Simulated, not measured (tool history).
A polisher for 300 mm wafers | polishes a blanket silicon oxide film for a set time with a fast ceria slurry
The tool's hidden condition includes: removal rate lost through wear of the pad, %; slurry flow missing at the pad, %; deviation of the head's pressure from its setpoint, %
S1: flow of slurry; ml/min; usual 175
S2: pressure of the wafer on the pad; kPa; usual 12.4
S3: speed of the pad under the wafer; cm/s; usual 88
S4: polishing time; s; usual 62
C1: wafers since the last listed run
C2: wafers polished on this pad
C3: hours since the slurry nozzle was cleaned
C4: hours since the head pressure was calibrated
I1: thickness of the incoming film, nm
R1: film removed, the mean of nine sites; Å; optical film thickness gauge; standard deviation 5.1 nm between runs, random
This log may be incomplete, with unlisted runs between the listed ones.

run   hour   S1    S2  S3  S4   C1   C2     C3     C4      I1    R1
  1      0  175  12.4  88  62    0  556  498.2  308.2  3466.5  5485
  2   15.9  175  12.4  66  62  154  711  514.1  324.1  3458.1  4191
      22.2  -- worn pad replaced by a new one
  3   31.1  175  12.4  66  62  109   86  529.3  339.3  3478.7  4301
  4   62.6  175  12.4  66  62  306  393  560.8  370.8  3489.2  4238
      94.4  -- worn pad replaced by a new one
  5   94.9  175  12.4  88  62  275    4  593.1  403.1  3398.4  5537
  6  115.4  175  12.4  88  62  199  204  613.6  423.6  3460.8  5537
     128.5  -- head pressure recalibrated
  7  142.8  175  12.4  88  62  247  451    641   14.3  3421.8  5037
  8  171.1  175  12.4  62  76  275  727  669.3   42.6  3455.6  4633
     175.1  -- worn pad replaced by a new one
  9  203.7  175  15.9  64  48  278  278  701.9   75.2  3485.9  3782
 10  231.9  175  12.4  88  62  274  553  730.1  103.4  3488.6  5272
     256.2  -- worn pad replaced by a new one
     256.3  -- slurry nozzle cleaned
 11  267.9  210  14.5  88  62  310  112   11.6  139.4  3439.9  6207
 12  297.1  175  12.4  88  62  284  397   40.8  168.6  3420.7  5225
     325.8  -- worn pad replaced by a new one
 13  326.3  175  14.5  88  62  245    4     70  197.8  3469.6  6040
 14  343.5  175  12.4  88  73  167  172   87.2    215  3444.6  6213

What if the next run were any one of these 4? Each begins from the tool's condition after run 14:
  A  343.9  175  12.4  88  62   3  175  87.6  215.4  3522.9   ?
  B  343.9  175  12.4  88  82   3  175  87.6  215.4  3522.9   ?
  C  343.9  200   9.7  78  45   3  175  87.6  215.4  3522.9   ?
  D  343.9  130  13.8  88  62   3  175  87.6  215.4  3522.9   ?

run    R1
  A  5251
  B  6945
  C  2757
  D  5520
Had the tool no hidden state, the same runs would have come out as:
run    R1
  A  5094
  B  6738
  C  2675
  D  5355
